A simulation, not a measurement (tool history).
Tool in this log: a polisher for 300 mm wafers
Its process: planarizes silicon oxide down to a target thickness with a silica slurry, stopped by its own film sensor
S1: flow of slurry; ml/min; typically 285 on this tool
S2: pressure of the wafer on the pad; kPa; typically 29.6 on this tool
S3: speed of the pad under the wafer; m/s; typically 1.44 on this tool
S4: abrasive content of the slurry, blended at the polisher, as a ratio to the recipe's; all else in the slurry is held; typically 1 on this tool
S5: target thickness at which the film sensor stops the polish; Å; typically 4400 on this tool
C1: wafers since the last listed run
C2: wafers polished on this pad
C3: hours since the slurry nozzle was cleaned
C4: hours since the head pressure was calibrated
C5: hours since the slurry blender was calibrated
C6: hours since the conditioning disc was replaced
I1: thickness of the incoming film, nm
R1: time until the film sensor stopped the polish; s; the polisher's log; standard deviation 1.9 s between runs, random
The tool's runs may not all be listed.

run 1 hour=0 | S1=285 S2=31.7 S3=1.44 S4=1 S5=4400 | C1=0 C2=893 C3=168.8 C4=372.6 C5=191.7 C6=374.5 | I1=917.3 | R1=161.6
run 2 hour=40.2 | S1=285 S2=31.7 S3=1.44 S4=1 S5=4400 | C1=204 C2=1097 C3=209 C4=412.8 C5=231.9 C6=414.7 | I1=917.2 | R1=169.6
-- hour=43.3 conditioning disc replaced and pad reconditioned
-- hour=63.3 slurry nozzle cleaned
run 3 hour=72.7 | S1=285 S2=31.7 S3=1.44 S4=1 S5=4400 | C1=149 C2=1247 C3=9.4 C4=445.3 C5=264.4 C6=29.4 | I1=921.5 | R1=174.1
-- hour=88.7 slurry blender recalibrated
-- hour=100 worn pad replaced by a new one
run 4 hour=123 | S1=285 S2=29.6 S3=1.44 S4=1 S5=4400 | C1=224 C2=116 C3=59.7 C4=495.6 C5=34.3 C6=79.7 | I1=912.9 | R1=163.2
run 5 hour=155 | S1=285 S2=29.6 S3=1.44 S4=1 S5=4400 | C1=162 C2=279 C3=91.7 C4=527.6 C5=66.3 C6=111.7 | I1=922 | R1=165.6
run 6 hour=190.3 | S1=285 S2=29.6 S3=1.44 S4=1 S5=4400 | C1=179 C2=458 C3=127 C4=562.9 C5=101.6 C6=147 | I1=919.5 | R1=165.7
run 7 hour=237.9 | S1=285 S2=29.6 S3=1.44 S4=1 S5=4400 | C1=241 C2=699 C3=174.6 C4=610.5 C5=149.2 C6=194.6 | I1=915 | R1=167.5
run 8 hour=273.7 | S1=285 S2=29.6 S3=1.44 S4=1 S5=4400 | C1=181 C2=881 C3=210.4 C4=646.3 C5=185 C6=230.4 | I1=923.3 | R1=176.1
-- hour=281.1 slurry nozzle cleaned
run 9 hour=309.9 | S1=285 S2=29.6 S3=1.44 S4=1 S5=4400 | C1=178 C2=1060 C3=28.8 C4=682.5 C5=221.2 C6=266.6 | I1=928.2 | R1=180.7
-- hour=317.4 worn pad replaced by a new one
-- hour=337.9 slurry blender recalibrated
run 10 hour=379.9 | S1=285 S2=29.6 S3=1.44 S4=1 S5=4400 | C1=324 C2=307 C3=98.8 C4=752.5 C5=42 C6=336.6 | I1=916.1 | R1=166.8
run 11 hour=427.7 | S1=285 S2=22.1 S3=1.44 S4=0.85 S5=4400 | C1=242 C2=549 C3=146.6 C4=800.3 C5=89.8 C6=384.4 | I1=930.6 | R1=237.3
run 12 hour=464.5 | S1=285 S2=24.1 S3=1.92 S4=1 S5=3820 | C1=186 C2=736 C3=183.4 C4=837.1 C5=126.6 C6=421.2 | I1=931.5 | R1=187.3
-- hour=492.1 slurry nozzle cleaned
run 13 hour=506.2 | S1=285 S2=31.7 S3=1.44 S4=1 S5=4400 | C1=206 C2=943 C3=14.1 C4=878.8 C5=168.3 C6=462.9 | I1=914.6 | R1=163.3
-- hour=512.6 conditioning disc replaced and pad reconditioned
-- hour=576.8 worn pad replaced by a new one
-- hour=578.3 head pressure recalibrated
run 14 hour=578.8 | S1=210 S2=29.6 S3=1.44 S4=1 S5=4400 | C1=330 C2=2 C3=86.7 C4=0.5 C5=240.9 C6=66.2 | I1=913.4 | R1=167.8
-- hour=623.2 slurry blender recalibrated
run 15 hour=634.5 | S1=285 S2=29.6 S3=1.44 S4=1 S5=4400 | C1=272 C2=275 C3=142.4 C4=56.2 C5=11.3 C6=121.9 | I1=921.1 | R1=151.7
run 16 hour=662.6 | S1=285 S2=29.6 S3=1.64 S4=1.15 S5=4400 | C1=142 C2=417 C3=170.5 C4=84.3 C5=39.4 C6=150 | I1=922.4 | R1=127
-- hour=712.5 slurry nozzle cleaned
run 17 hour=732.5 | S1=285 S2=29.6 S3=1.78 S4=1 S5=4400 | C1=349 C2=767 C3=20 C4=154.2 C5=109.3 C6=219.9 | I1=923.1 | R1=128.7
run 18 hour=762.3 | S1=285 S2=29.6 S3=1.44 S4=1 S5=4400 | C1=151 C2=918 C3=49.8 C4=184 C5=139.1 C6=249.7 | I1=916 | R1=154.9
-- hour=804.5 worn pad replaced by a new one
run 19 hour=810.1 | S1=285 S2=29.6 S3=1.44 S4=1 S5=3220 | C1=222 C2=28 C3=97.6 C4=231.8 C5=186.9 C6=297.5 | I1=905 | R1=197.6
run 20 hour=857.2 | S1=250 S2=24.1 S3=1.76 S4=1 S5=4840 | C1=239 C2=267 C3=144.7 C4=278.9 C5=234 C6=344.6 | I1=923.8 | R1=161.9

Hidden state or all else? Some run-to-run changes of R1, split into what the settings, what came in and random variation would give without the hidden state, and what is left for the hidden state (with any gauge scatter that isn't in both results):
The hidden state here: removal rate lost through wear of the pad, %; slurry flow missing at the pad, %; deviation of the head's pressure from its setpoint, %; abrasive missing from the slurry, %; time polished since the conditioner stopped cutting, s.
Run 3 -> 4: S2 31.7 -> 29.6, slurry blender recalibrated, worn pad replaced by a new one. R1 -10.9 s: hidden state -18.6, all else +7.7.
Run 10 -> 11: S2 29.6 -> 22.1, S4 1 -> 0.85. R1 +70.5 s: hidden state +11.5, all else +59.
Run 11 -> 12: S2 22.1 -> 24.1, S3 1.44 -> 1.92, S4 0.85 -> 1, S5 4400 -> 3820. R1 -50 s: hidden state -4.6, all else -45.4.
Run 14 -> 15: S1 210 -> 285, slurry blender recalibrated. R1 -16.1 s: hidden state -15.1, all else -1.
